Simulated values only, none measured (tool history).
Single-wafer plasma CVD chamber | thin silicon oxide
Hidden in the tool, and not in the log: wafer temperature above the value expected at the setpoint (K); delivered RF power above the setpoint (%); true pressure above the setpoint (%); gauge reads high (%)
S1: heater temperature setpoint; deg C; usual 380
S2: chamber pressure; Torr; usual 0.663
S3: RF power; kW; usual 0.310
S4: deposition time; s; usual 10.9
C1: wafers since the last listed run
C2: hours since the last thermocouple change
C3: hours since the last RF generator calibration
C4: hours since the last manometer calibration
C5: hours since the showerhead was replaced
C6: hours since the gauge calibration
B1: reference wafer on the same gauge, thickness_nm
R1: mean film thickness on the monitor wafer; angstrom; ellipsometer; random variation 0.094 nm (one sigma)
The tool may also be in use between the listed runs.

run     day   S1     S2     S3    S4    C1      C2      C3      C4      C5      C6      B1      R1
  1   0.000  380  0.663  0.310  10.9     0  2166.8   679.0   711.0  7977.3   310.9  15.881  176.48
  2   2.129  380  0.663  0.310  10.9  1550  2217.9   730.1   762.1  8028.4   362.0  15.934  178.17
  3   6.117  380  0.663  0.310  10.9  2903  2313.6   825.8   857.8  8124.1   457.7  15.899  177.66
  4   8.492  380  0.663  0.310  10.9  1729  2370.6   882.8   914.8  8181.1   514.7  15.902  177.98
  5  10.004  380  0.627  0.310  10.9  1101  2406.9   919.1   951.1  8217.4   551.0  15.894  170.51
  6  11.933  376  0.663  0.270  10.9  1404  2453.2   965.4   997.4  8263.7   597.3  15.893  167.59
  7  14.000  376  0.663  0.270  10.9  1504  2502.8  1015.0  1047.0  8313.3   646.9  15.898  171.28
  8  16.058  380  0.663  0.310  10.9  1498  2552.2  1064.4  1096.4  8362.7   696.3  15.870  180.33
  9  19.667  380  0.663  0.310  10.9  2627  2638.8  1151.0  1183.0  8449.3   782.9  15.904  178.56
 10  22.175  388  0.663  0.310  10.9  1826  2699.0  1211.2  1243.2  8509.5   843.1  15.902  177.71
 11  24.496  388  0.663  0.310  10.9  1689  2754.7  1266.9  1298.9  8565.2   898.8  15.913  176.22
 12  27.617  380  0.663  0.310  10.9  2272  2829.6  1341.8  1373.8  8640.1   973.7  15.931  179.60
     31.633  -- showerhead replaced
     37.979  -- thermocouple changed; heater temperature recalibrated
 13  38.000  393  0.827  0.310   8.9  7075     0.5  1591.0  1623.0   152.8  1222.9  15.913  169.69
     38.438  -- RF generator calibrated
 14  39.696  380  0.663  0.310  10.9   992    41.2    30.2  1663.7   193.5  1263.6  15.911  185.77
 15  43.904  373  0.612  0.265  11.6  3064   142.2   131.2  1764.7   294.5  1364.6  15.921  177.82
 16  47.154  380  0.663  0.310  10.9  2366   220.2   209.2  1842.7   372.5  1442.6  15.842  187.48
 17  50.746  380  0.663  0.310  10.3  2615   306.4   295.4  1928.9   458.7  1528.8  15.902  176.57
     53.625  -- gauge calibrated
     53.742  -- capacitance manometer re-zeroed and calibrated
 18  53.883  380  0.784  0.310  12.1  2041   381.7   370.7     3.4   534.0     6.2  15.922  222.00
 19  55.888  380  0.663  0.310  10.9  1459   429.8   418.8    51.5   582.1    54.3  15.886  176.49
 20  58.475  369  0.663  0.260  10.9  1884   491.9   480.9   113.6   644.2   116.4  15.920  167.67
 21  61.917  371  0.815  0.265   9.8  2506   574.5   563.5   196.2   726.8   199.0  15.878  174.44
 22  64.646  390  0.809  0.310  10.9  1987   640.0   629.0   261.7   792.3   264.5  15.959  201.56
 23  66.421  374  0.663  0.360  11.6  1292   682.6   671.6   304.3   834.9   307.1  15.901  199.40
 24  68.604  380  0.663  0.330   9.0  1589   735.0   724.0   356.7   887.3   359.5  15.893  149.32

5 ways to go on from here, each from the tool as it stands after run 24. What would each give?
  A  68.621  380  0.663  0.310  10.9  12  735.4  724.4  357.1  887.7  359.9   ?   ?
  B  68.621  367  0.730  0.310  10.9  12  735.4  724.4  357.1  887.7  359.9   ?   ?
  C  68.621  391  0.532  0.255  12.9  12  735.4  724.4  357.1  887.7  359.9   ?   ?
  D  68.621  368  0.752  0.310  10.9  12  735.4  724.4  357.1  887.7  359.9   ?   ?
  E  68.621  370  0.663  0.260  10.9  12  735.4  724.4  357.1  887.7  359.9   ?   ?

run      B1      R1
  A  15.909  175.68
  B  15.909  190.28
  C  15.909  163.38
  D  15.909  194.28
  E  15.909  165.27
Without the tool's hidden state the same runs would have given:
run      R1
  A  179.21
  B  194.07
  C  166.94
  D  198.14
  E  168.83
